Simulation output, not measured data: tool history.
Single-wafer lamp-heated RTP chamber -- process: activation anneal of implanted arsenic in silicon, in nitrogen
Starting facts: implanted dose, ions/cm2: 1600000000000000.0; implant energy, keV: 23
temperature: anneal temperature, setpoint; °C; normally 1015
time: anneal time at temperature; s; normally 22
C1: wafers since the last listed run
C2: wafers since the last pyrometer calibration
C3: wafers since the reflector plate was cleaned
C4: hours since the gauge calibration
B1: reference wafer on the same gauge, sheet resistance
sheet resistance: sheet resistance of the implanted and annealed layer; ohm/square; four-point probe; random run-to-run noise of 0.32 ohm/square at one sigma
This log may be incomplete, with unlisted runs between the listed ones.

{"run": 1, "hour": 0.0, "temperature": 992, "time": 22, "C1": 0, "C2": 1187, "C3": 928, "C4": 903.3, "B1": 110.01, "sheet resistance": 115.44}
{"run": 2, "hour": 78.7, "temperature": 1015, "time": 22, "C1": 1266, "C2": 2453, "C3": 2194, "C4": 982.0, "B1": 110.05, "sheet resistance": 105.62}
{"run": 3, "hour": 164.9, "temperature": 1015, "time": 22, "C1": 1386, "C2": 3840, "C3": 3580, "C4": 1068.2, "B1": 109.91, "sheet resistance": 104.78}
{"run": 4, "hour": 266.9, "temperature": 1024, "time": 14, "C1": 1640, "C2": 5480, "C3": 5221, "C4": 1170.2, "B1": 110.03, "sheet resistance": 106.42}
{"run": 5, "hour": 329.1, "temperature": 1015, "time": 22, "C1": 1000, "C2": 6481, "C3": 6222, "C4": 1232.4, "B1": 110.03, "sheet resistance": 102.33}
{"run": 6, "hour": 365.2, "temperature": 1015, "time": 22, "C1": 580, "C2": 7062, "C3": 6803, "C4": 1268.5, "B1": 110.04, "sheet resistance": 101.88}
{"hour": 381.4, "done": "pyrometer window cleaned and pyrometer calibrated"}
{"run": 7, "hour": 465.8, "temperature": 1015, "time": 22, "C1": 1489, "C2": 1358, "C3": 8293, "C4": 1369.1, "B1": 109.99, "sheet resistance": 103.98}
{"run": 8, "hour": 504.6, "temperature": 1022, "time": 22, "C1": 624, "C2": 1982, "C3": 8917, "C4": 1407.9, "B1": 110.11, "sheet resistance": 100.96}
{"hour": 528.4, "done": "reflector plate cleaned"}
{"run": 9, "hour": 580.2, "temperature": 1022, "time": 22, "C1": 1087, "C2": 3070, "C3": 833, "C4": 1483.5, "B1": 110.02, "sheet resistance": 102.55}
{"run": 10, "hour": 641.9, "temperature": 1022, "time": 22, "C1": 992, "C2": 4062, "C3": 1825, "C4": 1545.2, "B1": 109.93, "sheet resistance": 102.26}
{"run": 11, "hour": 688.1, "temperature": 1005, "time": 22, "C1": 743, "C2": 4805, "C3": 2569, "C4": 1591.4, "B1": 109.97, "sheet resistance": 107.35}
{"run": 12, "hour": 731.1, "temperature": 1035, "time": 22, "C1": 691, "C2": 5497, "C3": 3260, "C4": 1634.4, "B1": 110.03, "sheet resistance": 96.63}
{"run": 13, "hour": 818.8, "temperature": 1015, "time": 22, "C1": 1410, "C2": 6908, "C3": 4671, "C4": 1722.1, "B1": 109.96, "sheet resistance": 101.89}
{"hour": 852.1, "done": "pyrometer window cleaned and pyrometer calibrated"}
{"run": 14, "hour": 894.4, "temperature": 993, "time": 26, "C1": 1087, "C2": 680, "C3": 5759, "C4": 1797.7, "B1": 110.06, "sheet resistance": 112.4}
{"hour": 930.2, "done": "gauge calibrated"}
{"run": 15, "hour": 949.9, "temperature": 1015, "time": 11, "C1": 892, "C2": 1573, "C3": 6652, "C4": 19.7, "B1": 110.02, "sheet resistance": 114.01}
{"run": 16, "hour": 1048.4, "temperature": 1039, "time": 14, "C1": 1584, "C2": 3157, "C3": 8236, "C4": 118.2, "B1": 109.96, "sheet resistance": 101.42}
{"run": 17, "hour": 1109.8, "temperature": 1015, "time": 22, "C1": 987, "C2": 4145, "C3": 9224, "C4": 179.6, "B1": 109.99, "sheet resistance": 103.06}
{"hour": 1140.4, "done": "reflector plate cleaned"}
{"run": 18, "hour": 1208.6, "temperature": 1015, "time": 14, "C1": 1460, "C2": 5606, "C3": 1096, "C4": 278.4, "B1": 109.97, "sheet resistance": 109.86}
{"hour": 1270.9, "done": "pyrometer window cleaned and pyrometer calibrated"}
{"run": 19, "hour": 1315.9, "temperature": 1041, "time": 22, "C1": 1597, "C2": 724, "C3": 2694, "C4": 385.7, "B1": 109.92, "sheet resistance": 97.41}
{"run": 20, "hour": 1548.0, "temperature": 1024, "time": 18, "C1": 3734, "C2": 4458, "C3": 6428, "C4": 617.8, "B1": 109.97, "sheet resistance": 102.52}
{"hour": 1638.1, "done": "reflector plate cleaned"}
{"run": 21, "hour": 1653.6, "temperature": 1044, "time": 17, "C1": 1570, "C2": 6028, "C3": 249, "C4": 723.4, "B1": 110.03, "sheet resistance": 97.32}
{"hour": 1674.1, "done": "pyrometer window cleaned and pyrometer calibrated"}
{"run": 22, "hour": 1722.2, "temperature": 1002, "time": 13, "C1": 974, "C2": 773, "C3": 1224, "C4": 792.0, "B1": 110.0, "sheet resistance": 118.21}
{"run": 23, "hour": 1773.5, "temperature": 1015, "time": 22, "C1": 825, "C2": 1599, "C3": 2049, "C4": 843.3, "B1": 110.01, "sheet resistance": 106.46}
{"run": 24, "hour": 1869.6, "temperature": 995, "time": 31, "C1": 1546, "C2": 3145, "C3": 3595, "C4": 939.4, "B1": 110.0, "sheet resistance": 108.34}
{"run": 25, "hour": 1974.8, "temperature": 1015, "time": 22, "C1": 1692, "C2": 4837, "C3": 5288, "C4": 1044.6, "B1": 110.01, "sheet resistance": 103.69}
{"run": 26, "hour": 2018.7, "temperature": 1044, "time": 17, "C1": 706, "C2": 5543, "C3": 5994, "C4": 1088.5, "B1": 110.0, "sheet resistance": 96.76}
{"run": 27, "hour": 2117.6, "temperature": 996, "time": 32, "C1": 1591, "C2": 7134, "C3": 7585, "C4": 1187.4, "B1": 109.95, "sheet resistance": 103.31}

Take each entry between the runs: how does the hidden state at the last listed run before it differ from the hidden state at the first listed run after it?
Between runs 6 and 7: pyrometer window cleaned and pyrometer calibrated (hour 381.4)
  true wafer temperature minus pyrometer reading, K: 11.6 -> 3.91; wafer temperature error from the tarnished reflector plate, K: 4.15 -> 6.13
  measured less the result without the state, sheet resistance: -5.63 -> -3.65 ohm/square
Between runs 8 and 9: reflector plate cleaned (hour 528.4)
  true wafer temperature minus pyrometer reading, K: 4.9 -> 6.82; wafer temperature error from the tarnished reflector plate, K: 7.01 -> 0.274
  measured less the result without the state, sheet resistance: -4.19 -> -2.52 ohm/square
Between runs 13 and 14: pyrometer window cleaned and pyrometer calibrated (hour 852.1)
  true wafer temperature minus pyrometer reading, K: 12.9 -> 1.81; wafer temperature error from the tarnished reflector plate, K: 1.97 -> 3.01
  measured less the result without the state, sheet resistance: -5.33 -> -1.97 ohm/square
Between runs 14 and 15: gauge calibrated (hour 930.2)
  true wafer temperature minus pyrometer reading, K: 1.81 -> 3.22; wafer temperature error from the tarnished reflector plate, K: 3.01 -> 3.92
  measured less the result without the state, sheet resistance: -1.97 -> -2.50 ohm/square
Between runs 17 and 18: reflector plate cleaned (hour 1140.4)
  true wafer temperature minus pyrometer reading, K: 7.3 -> 9.81; wafer temperature error from the tarnished reflector plate, K: 7.26 -> 1.29
  measured less the result without the state, sheet resistance: -5.28 -> -3.92 ohm/square
Between runs 18 and 19: pyrometer window cleaned and pyrometer calibrated (hour 1270.9)
  true wafer temperature minus pyrometer reading, K: 9.81 -> 1.7; wafer temperature error from the tarnished reflector plate, K: 1.29 -> 1.83
  measured less the result without the state, sheet resistance: -3.92 -> -1.17 ohm/square
Between runs 20 and 21: reflector plate cleaned (hour 1638.1)
  true wafer temperature minus pyrometer reading, K: 7.61 -> 10.3; wafer temperature error from the tarnished reflector plate, K: 4.65 -> 0.4
  measured less the result without the state, sheet resistance: -4.24 -> -3.49 ohm/square
Between runs 21 and 22: pyrometer window cleaned and pyrometer calibrated (hour 1674.1)
  true wafer temperature minus pyrometer reading, K: 10.3 -> 1.32; wafer temperature error from the tarnished reflector plate, K: 0.4 -> 0.542
  measured less the result without the state, sheet resistance: -3.49 -> -0.70 ohm/square
